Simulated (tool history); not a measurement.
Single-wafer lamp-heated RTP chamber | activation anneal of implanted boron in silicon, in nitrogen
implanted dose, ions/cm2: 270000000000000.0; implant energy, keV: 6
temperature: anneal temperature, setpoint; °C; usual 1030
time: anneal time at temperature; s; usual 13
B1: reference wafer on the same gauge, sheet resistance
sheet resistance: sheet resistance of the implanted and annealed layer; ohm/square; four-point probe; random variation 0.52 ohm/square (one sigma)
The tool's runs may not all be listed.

run 1 hour=0 | temperature=1030 time=10 | B1=278.61 | sheet_resistance=342.61
run 2 hour=23.4 | temperature=1030 time=10 | B1=278.33 | sheet_resistance=343.36
run 3 hour=48.5 | temperature=1030 time=10 | B1=278.07 | sheet_resistance=341.98
run 4 hour=61.8 | temperature=1030 time=13 | B1=278.09 | sheet_resistance=340.92
-- hour=70.6 pyrometer window cleaned and pyrometer calibrated
run 5 hour=74.7 | temperature=1015 time=13 | B1=277.87 | sheet_resistance=343.67
run 6 hour=91.9 | temperature=1011 time=13 | B1=278.02 | sheet_resistance=343.42
run 7 hour=109.2 | temperature=1011 time=13 | B1=277.85 | sheet_resistance=343.41
run 8 hour=124 | temperature=1030 time=13 | B1=277.79 | sheet_resistance=341.01
run 9 hour=138.7 | temperature=1046 time=19 | B1=277.56 | sheet_resistance=339.01
run 10 hour=163.9 | temperature=1048 time=17 | B1=277.67 | sheet_resistance=338.2
run 11 hour=186.4 | temperature=1055 time=17 | B1=277.64 | sheet_resistance=337.28
-- hour=187.6 gauge calibrated
-- hour=204.6 reflector plate cleaned
run 12 hour=213.9 | temperature=1004 time=17 | B1=279.86 | sheet_resistance=345.86
run 13 hour=240.9 | temperature=1015 time=13 | B1=279.36 | sheet_resistance=345.03

The next listed run, before its measurement:
-- hour=273.9 pyrometer window cleaned and pyrometer calibrated
run 14 hour=274.4 | temperature=1001 time=20 | B1=? | sheet_resistance=?

Run 14 gave B1 278.72, sheet resistance 343.72 ohm/square.
Without the tool's hidden state the same run would have given sheet resistance 346.49 ohm/square.
